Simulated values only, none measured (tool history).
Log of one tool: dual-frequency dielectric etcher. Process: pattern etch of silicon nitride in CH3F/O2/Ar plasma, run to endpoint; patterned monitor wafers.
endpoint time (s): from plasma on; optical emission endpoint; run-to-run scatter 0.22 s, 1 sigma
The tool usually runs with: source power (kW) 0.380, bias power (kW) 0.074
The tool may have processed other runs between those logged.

run	hour	source power (kW)	bias power (kW)	incoming incoming film thickness, nm	endpoint time (s)
1	0.0	0.380	0.074	19.47	29.6
2	63.4	0.380	0.074	19.65	30.1
3	117.0	0.380	0.078	19.76	30.2
4	160.2	0.380	0.074	19.32	29.9
# hour 198.6: wet clean of the chamber
5	212.3	0.450	0.074	19.42	26.9
6	266.2	0.450	0.074	19.40	26.4
7	336.5	0.380	0.074	19.36	28.9
8	398.5	0.380	0.074	19.51	29.3
# hour 468.0: upper electrode replaced
9	468.5	0.330	0.074	19.47	31.0
10	509.6	0.330	0.061	19.55	33.0
11	541.3	0.430	0.058	19.34	29.9
12	571.7	0.440	0.074	19.43	27.8
13	632.1	0.380	0.074	19.38	29.8
# hour 782.7: bias power generator calibrated
# hour 822.3: wet clean of the chamber
14	832.0	0.410	0.068	19.79	28.8
# hour 851.1: source power generator calibrated
15	1038.8	0.380	0.074	19.50	28.9
16	1087.8	0.310	0.074	19.68	31.7

What if the next run were any one of these 5? Each begins from the tool's condition after run 16:
A	1088.2	0.380	0.074	19.55	?
B	1088.2	0.300	0.074	19.55	?
C	1088.2	0.290	0.089	19.55	?
D	1088.2	0.420	0.088	19.55	?
E	1088.2	0.380	0.068	19.55	?

run	endpoint time (s)
A	29.6
B	32.6
C	31.1
D	26.9
E	30.4
With no hidden state in the tool, these same runs would have given:
run	endpoint time (s)
A	29.1
B	32.0
C	30.5
D	26.4
E	29.9

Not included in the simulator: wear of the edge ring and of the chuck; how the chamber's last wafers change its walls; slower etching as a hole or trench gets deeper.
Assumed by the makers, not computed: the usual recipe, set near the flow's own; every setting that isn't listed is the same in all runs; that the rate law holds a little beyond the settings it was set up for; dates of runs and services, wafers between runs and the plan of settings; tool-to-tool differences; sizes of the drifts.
